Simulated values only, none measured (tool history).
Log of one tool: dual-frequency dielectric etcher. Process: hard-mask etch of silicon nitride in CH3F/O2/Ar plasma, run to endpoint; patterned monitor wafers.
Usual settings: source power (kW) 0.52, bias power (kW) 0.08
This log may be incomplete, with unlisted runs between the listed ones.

run      day  source power (kW)  bias power (kW)  wafers since the last listed run  hours since the last wet clean  hours since the last source power generator calibration  hours since the last bias power generator calibration  hours since the last upper electrode change  incoming incoming film thickness, nm  endpoint time (s)
  1        0               0.52             0.08                                 0                           421.5                                                   2928.7                                                 1219.6                                       3887.3                                  54.4               71.9
  2    3.354               0.52             0.08                               785                             502                                                   3009.2                                                 1300.1                                       3967.8                                  53.7               71.4
       8.675  -- wet clean of the chamber
  3   13.317               0.52             0.08                              2098                           111.4                                                   3248.3                                                 1539.2                                       4206.9                                  53.4               68.9
  4   17.712               0.52             0.08                              1029                           216.9                                                   3353.8                                                 1644.7                                       4312.4                                  54.3               70.6
  5   19.792               0.52             0.08                               486                           266.8                                                   3403.7                                                 1694.6                                       4362.3                                  54.4               70.6
      19.988  -- bias power generator calibrated
  6   24.292               0.52             0.08                              1014                           374.8                                                   3511.7                                                  103.3                                       4470.3                                  54.1               71.3
  7     28.3               0.52             0.08                               938                             471                                                   3607.9                                                  199.5                                       4566.5                                  54.3               72.8
       33.55  -- wet clean of the chamber
  8   33.571               0.52             0.08                               999                             0.5                                                   3734.4                                                    326                                         4693                                  54.2                 69
  9   36.096               0.52             0.08                               591                            61.1                                                     3795                                                  386.6                                       4753.6                                  54.9                 70
 10   38.717               0.52             0.08                               613                             124                                                   3857.9                                                  449.5                                       4816.5                                  53.2               68.5
 11   40.688               0.52            0.074                               461                           171.3                                                   3905.2                                                  496.8                                       4863.8                                  53.2               70.9
      41.871  -- source power generator calibrated
 12   44.375               0.52             0.08                               824                           259.8                                                     60.1                                                  585.3                                       4952.3                                  53.8               69.6
 13   47.042               0.52             0.08                               624                           323.8                                                    124.1                                                  649.3                                       5016.3                                  53.3               69.3
 14   49.725               0.58            0.069                               628                           388.2                                                    188.5                                                  713.7                                       5080.7                                  53.6               71.2
      57.621  -- upper electrode replaced
      57.838  -- wet clean of the chamber
 15   60.233               0.58            0.069                              2175                            57.5                                                    440.7                                                  965.9                                         62.7                                    54               70.4
 16   64.625               0.58            0.069                              1028                           162.9                                                    546.1                                                 1071.3                                        168.1                                  53.9               71.3
 17   67.604               0.52            0.065                               697                           234.4                                                    617.6                                                 1142.8                                        239.6                                  52.9               76.2
 18   71.962               0.52             0.08                              1020                             339                                                    722.2                                                 1247.4                                        344.2                                  53.1               69.7
 19   75.021               0.59            0.095                               715                           412.4                                                    795.6                                                 1320.8                                        417.6                                  53.5               61.8
      80.083  -- bias power generator calibrated
 20    80.35               0.43             0.07                              1208                           540.3                                                    923.5                                                    6.4                                        545.5                                  53.8               83.8
        85.5  -- wet clean of the chamber
 21   85.521               0.41            0.067                               976                             0.5                                                   1047.6                                                  130.5                                        669.6                                  53.6               81.9
 22   88.304               0.56            0.072                               651                            67.3                                                   1114.4                                                  197.3                                        736.4                                    54               69.2
 23   92.212               0.52             0.08                               914                           161.1                                                   1208.2                                                  291.1                                        830.2                                  53.7               69.2
 24   93.817               0.64            0.093                               375                           199.6                                                   1246.7                                                  329.6                                        868.7                                  53.9                 59
 25   96.262               0.52            0.064                               572                           258.3                                                   1305.4                                                  388.3                                        927.4                                  53.7               76.7
 26  100.246               0.52             0.08                               932                           353.9                                                     1401                                                  483.9                                         1023                                  53.9               69.6
 27  103.971               0.57            0.063                               872                           443.3                                                   1490.4                                                  573.3                                       1112.4                                  53.7               75.6
 28  105.608               0.61            0.061                               383                           482.6                                                   1529.7                                                  612.6                                       1151.7                                  53.7               73.7
 29  107.179               0.52             0.08                               367                           520.3                                                   1567.4                                                  650.3                                       1189.4                                  53.5               70.7
     109.054  -- wet clean of the chamber
 30  109.075               0.64            0.094                               209                             0.5                                                   1612.9                                                  695.8                                       1234.9                                  54.1               58.1
 31  111.283               0.47            0.063                               516                            53.5                                                   1665.9                                                  748.8                                       1287.9                                  53.4               79.7
 32  113.854               0.64            0.085                               601                           115.2                                                   1727.6                                                  810.5                                       1349.6                                  54.1               61.2
 33  118.221               0.41             0.08                              1022                             220                                                   1832.4                                                  915.3                                       1454.4                                  53.7               76.8
 34  120.704               0.52             0.08                               581                           279.6                                                     1892                                                  974.9                                         1514                                  53.8                 70
 35  124.833               0.52             0.08                               966                           378.7                                                   1991.1                                                   1074                                       1613.1                                  53.4               70.4

Consider 3 possible next runs. They are alternatives, not a sequence: every one starts from the tool as it was left by run 35. What does each give?
  A  124.85               0.47             0.08                                 3                           379.1                                                   1991.5                                                 1074.4                                       1613.5                                  53.3                  ?
  B  124.85                0.6            0.095                                 3                           379.1                                                   1991.5                                                 1074.4                                       1613.5                                  53.3                  ?
  C  124.85               0.63             0.08                                 3                           379.1                                                   1991.5                                                 1074.4                                       1613.5                                  53.3                  ?

run  endpoint time (s)
  A               73.4
  B                 61
  C               64.4
Take away the tool's hidden state, keep each run's random variation, and the runs would have read:
run  endpoint time (s)
  A               70.9
  B               58.9
  C               62.2
